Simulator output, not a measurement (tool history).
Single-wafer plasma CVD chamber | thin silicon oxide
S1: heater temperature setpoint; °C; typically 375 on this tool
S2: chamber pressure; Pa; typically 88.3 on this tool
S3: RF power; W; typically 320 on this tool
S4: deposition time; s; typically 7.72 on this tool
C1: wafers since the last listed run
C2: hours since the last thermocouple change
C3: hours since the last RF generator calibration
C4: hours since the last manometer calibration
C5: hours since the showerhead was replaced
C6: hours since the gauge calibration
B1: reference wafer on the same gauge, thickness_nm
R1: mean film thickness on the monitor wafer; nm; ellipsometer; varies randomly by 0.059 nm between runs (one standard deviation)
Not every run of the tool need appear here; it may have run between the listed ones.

run,hour,S1,S2,S3,S4,C1,C2,C3,C4,C5,C6,B1,R1
1,0,375,88.3,320,7.72,0,1533.7,1497.5,439.1,3029.5,47.3,11.101,12.216
2,27,375,88.3,320,7.72,412,1560.7,1524.5,466.1,3056.5,74.3,11.099,12.158
3,88.4,375,88.3,320,7.72,939,1622.1,1585.9,527.5,3117.9,135.7,11.097,12.258
4,148.8,375,88.3,320,7.72,923,1682.5,1646.3,587.9,3178.3,196.1,11.096,12.092
5,206.4,375,88.3,320,7.72,880,1740.1,1703.9,645.5,3235.9,253.7,11.101,12.224
6,305.4,375,88.3,320,7.72,1514,1839.1,1802.9,744.5,3334.9,352.7,11.095,12.2
# hour 321.8: showerhead replaced
# hour 325.4: RF generator calibrated
7,349.6,375,88.3,320,7.72,499,1883.3,24.2,788.7,27.8,396.9,11.098,12.222
# hour 358: gauge calibrated
8,388.1,375,88.3,320,7.72,588,1921.8,62.7,827.2,66.3,30.1,11.095,12.227

What does the tool deliver on the next run?
9,434.7,375,88.3,320,7.72,712,1968.4,109.3,873.8,112.9,76.7,?,?

For run 9 the tool returned B1 11.091, R1 12.246 nm.
The same run, on a tool lacking any hidden state, would have yielded R1 12.246 nm.
